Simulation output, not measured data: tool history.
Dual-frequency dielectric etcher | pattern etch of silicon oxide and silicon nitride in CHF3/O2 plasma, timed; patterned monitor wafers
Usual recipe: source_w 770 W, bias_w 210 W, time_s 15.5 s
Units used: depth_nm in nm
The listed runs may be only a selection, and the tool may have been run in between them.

run     day  source_w  bias_w  time_s  read-back reference wafer on the same gauge, depth_nm  depth_nm
  1       0       770     227    15.5                                                  23.87     28.64
  2   0.812       770     227    15.5                                                  23.94     28.76
  3   2.271       770     210    15.5                                                  23.99     28.05
  4   3.621       770     210    15.5                                                  24.03      28.1
  5   5.025       770     210    15.5                                                  24.09     27.86
  6   7.467       770     210    15.5                                                  24.12     28.24
  7   7.771       770     210    15.5                                                  24.08     28.21
  8   8.504       650     179    11.5                                                  24.11     19.18
  9   9.317       880     210    15.5                                                  24.12     29.14
 10  10.267       770     210    15.5                                                  24.15     28.33
 11  10.996       940     234    12.5                                                  24.13     24.58
 12  13.267       620     210      13                                                  23.88     22.43
 13  14.642       680     210    15.5                                                  23.87      27.3
 14  15.838       770     210    15.5                                                  23.94      28.1
 15  16.904       850     210    15.5                                                  23.97     28.65

Not shown here: 5 entries made in the log between runs. Locate each between two listed runs and compare the hidden state at the listed run before it with the hidden state at the listed run after it:
Logged between run 5 and run 6: bias power generator calibrated (day 5.554); upper electrode replaced (day 6.067); source power generator calibrated (day 6.729); wet clean of the chamber (day 7.446)
  gauge reads high (%): 1.13 -> 1.29
  measured result minus the result with no hidden state, depth_nm: +0.31 -> +0.36 nm
Logged between run 11 and run 12: gauge calibrated (day 12.021)
  gauge reads high (%): 1.41 -> 0.242
  measured result minus the result with no hidden state, depth_nm: +0.34 -> +0.05 nm
